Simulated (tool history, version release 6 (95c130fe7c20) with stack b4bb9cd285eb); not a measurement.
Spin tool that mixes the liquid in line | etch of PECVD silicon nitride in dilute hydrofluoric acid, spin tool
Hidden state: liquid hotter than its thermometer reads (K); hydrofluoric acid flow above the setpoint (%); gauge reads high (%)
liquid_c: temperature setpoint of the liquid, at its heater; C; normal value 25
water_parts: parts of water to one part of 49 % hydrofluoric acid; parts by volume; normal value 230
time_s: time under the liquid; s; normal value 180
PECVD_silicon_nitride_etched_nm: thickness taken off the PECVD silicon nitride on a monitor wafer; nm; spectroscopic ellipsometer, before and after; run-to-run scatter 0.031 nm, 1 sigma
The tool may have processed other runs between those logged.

| run | hour | liquid_c | water_parts | time_s | wafers since the last listed run | hours since the thermometer was replaced | hours since the hydrofluoric acid flow meter was replaced | hours since the gauge calibration | read-back film thickness of the PECVD silicon nitride reference wafer, read on the same gauge (nm) | PECVD_silicon_nitride_etched_nm |
|---|---|---|---|---|---|---|---|---|---|---|
| 1 | 0 | 21.5 | 140 | 180 | 0 | 1462.9 | 642.3 | 516.3 | 30.017 | 2.252 |
| 2 | 69.1 | 25 | 175 | 180 | 695 | 1532 | 711.4 | 585.4 | 30.009 | 2.266 |
|  | 110.5 | hydrofluoric acid flow meter replaced |
| 3 | 150.9 | 25 | 175 | 180 | 813 | 1613.8 | 40.4 | 667.2 | 30.001 | 2.145 |
| 4 | 204.1 | 25 | 175 | 180 | 535 | 1667 | 93.6 | 720.4 | 30.043 | 2.18 |
| 5 | 263.7 | 27.5 | 230 | 180 | 600 | 1726.6 | 153.2 | 780 | 30.009 | 1.919 |
| 6 | 316.8 | 27.5 | 230 | 180 | 534 | 1779.7 | 206.3 | 833.1 | 29.993 | 1.9 |
| 7 | 380.4 | 27.5 | 230 | 180 | 640 | 1843.3 | 269.9 | 896.7 | 29.978 | 1.862 |
| 8 | 433.8 | 25 | 230 | 180 | 537 | 1896.7 | 323.3 | 950.1 | 29.983 | 1.713 |
| 9 | 526.9 | 25 | 155 | 180 | 937 | 1989.8 | 416.4 | 1043.2 | 29.978 | 2.561 |
| 10 | 612.8 | 25 | 230 | 180 | 864 | 2075.7 | 502.3 | 1129.1 | 29.981 | 1.654 |
| 11 | 695.8 | 25 | 230 | 180 | 835 | 2158.7 | 585.3 | 1212.1 | 29.99 | 1.778 |
| 12 | 771.5 | 25 | 230 | 180 | 762 | 2234.4 | 661 | 1287.8 | 30.012 | 1.772 |
| 13 | 848 | 25 | 230 | 230 | 770 | 2310.9 | 737.5 | 1364.3 | 29.996 | 2.368 |
|  | 853.1 | thermometer replaced |
| 14 | 895.9 | 25 | 170 | 180 | 472 | 42.8 | 785.4 | 1412.2 | 29.991 | 2.183 |
| 15 | 982.4 | 25 | 195 | 105 | 870 | 129.3 | 871.9 | 1498.7 | 29.957 | 1.095 |
|  | 1027.5 | hydrofluoric acid flow meter replaced |
| 16 | 1058.2 | 25 | 230 | 180 | 753 | 205.1 | 30.7 | 1574.5 | 29.969 | 1.39 |
| 17 | 1122.8 | 21 | 120 | 75 | 650 | 269.7 | 95.3 | 1639.1 | 30.012 | 0.906 |
| 18 | 1210.7 | 25 | 230 | 150 | 884 | 357.6 | 183.2 | 1727 | 30.029 | 1.205 |
|  | 1215.9 | gauge calibrated |
| 19 | 1264.7 | 25 | 230 | 180 | 543 | 411.6 | 237.2 | 48.8 | 30 | 1.554 |
| 20 | 1358.7 | 27 | 275 | 285 | 946 | 505.6 | 331.2 | 142.8 | 29.971 | 2.312 |
| 21 | 1420.7 | 25 | 230 | 180 | 624 | 567.6 | 393.2 | 204.8 | 29.973 | 1.601 |
| 22 | 1459.6 | 28.5 | 185 | 90 | 391 | 606.5 | 432.1 | 243.7 | 30.007 | 1.242 |
| 23 | 1521.8 | 27 | 330 | 140 | 626 | 668.7 | 494.3 | 305.9 | 30.015 | 0.949 |
| 24 | 1629.2 | 21 | 140 | 180 | 1081 | 776.1 | 601.7 | 413.3 | 30.001 | 2.017 |
| 25 | 1751.7 | 25 | 160 | 180 | 1233 | 898.6 | 724.2 | 535.8 | 30.004 | 2.36 |
| 26 | 1847.2 | 23.5 | 190 | 130 | 961 | 994.1 | 819.7 | 631.3 | 30.005 | 1.33 |
| 27 | 1944.1 | 25 | 230 | 180 | 975 | 1091 | 916.6 | 728.2 | 30.013 | 1.664 |

5 options for the next run, each taken on its own from the tool as it stands now. Forecast them:
| A | 1944.6 | 26.5 | 230 | 180 | 5 | 1091.5 | 917.1 | 728.7 | ? | ? |
| B | 1944.6 | 22.5 | 330 | 275 | 5 | 1091.5 | 917.1 | 728.7 | ? | ? |
| C | 1944.6 | 25 | 230 | 280 | 5 | 1091.5 | 917.1 | 728.7 | ? | ? |
| D | 1944.6 | 21.5 | 315 | 145 | 5 | 1091.5 | 917.1 | 728.7 | ? | ? |
| E | 1944.6 | 21.5 | 230 | 180 | 5 | 1091.5 | 917.1 | 728.7 | ? | ? |

| run | read-back film thickness of the PECVD silicon nitride reference wafer, read on the same gauge (nm) | PECVD_silicon_nitride_etched_nm |
|---|---|---|
| A | 30.033 | 1.916 |
| B | 30.033 | 1.597 |
| C | 30.033 | 2.718 |
| D | 30.033 | 0.829 |
| E | 30.033 | 1.402 |
Without the tool's unlogged condition, the same runs would have read:
| run | PECVD_silicon_nitride_etched_nm |
|---|---|
| A | 1.542 |
| B | 1.288 |
| C | 2.187 |
| D | 0.668 |
| E | 1.128 |

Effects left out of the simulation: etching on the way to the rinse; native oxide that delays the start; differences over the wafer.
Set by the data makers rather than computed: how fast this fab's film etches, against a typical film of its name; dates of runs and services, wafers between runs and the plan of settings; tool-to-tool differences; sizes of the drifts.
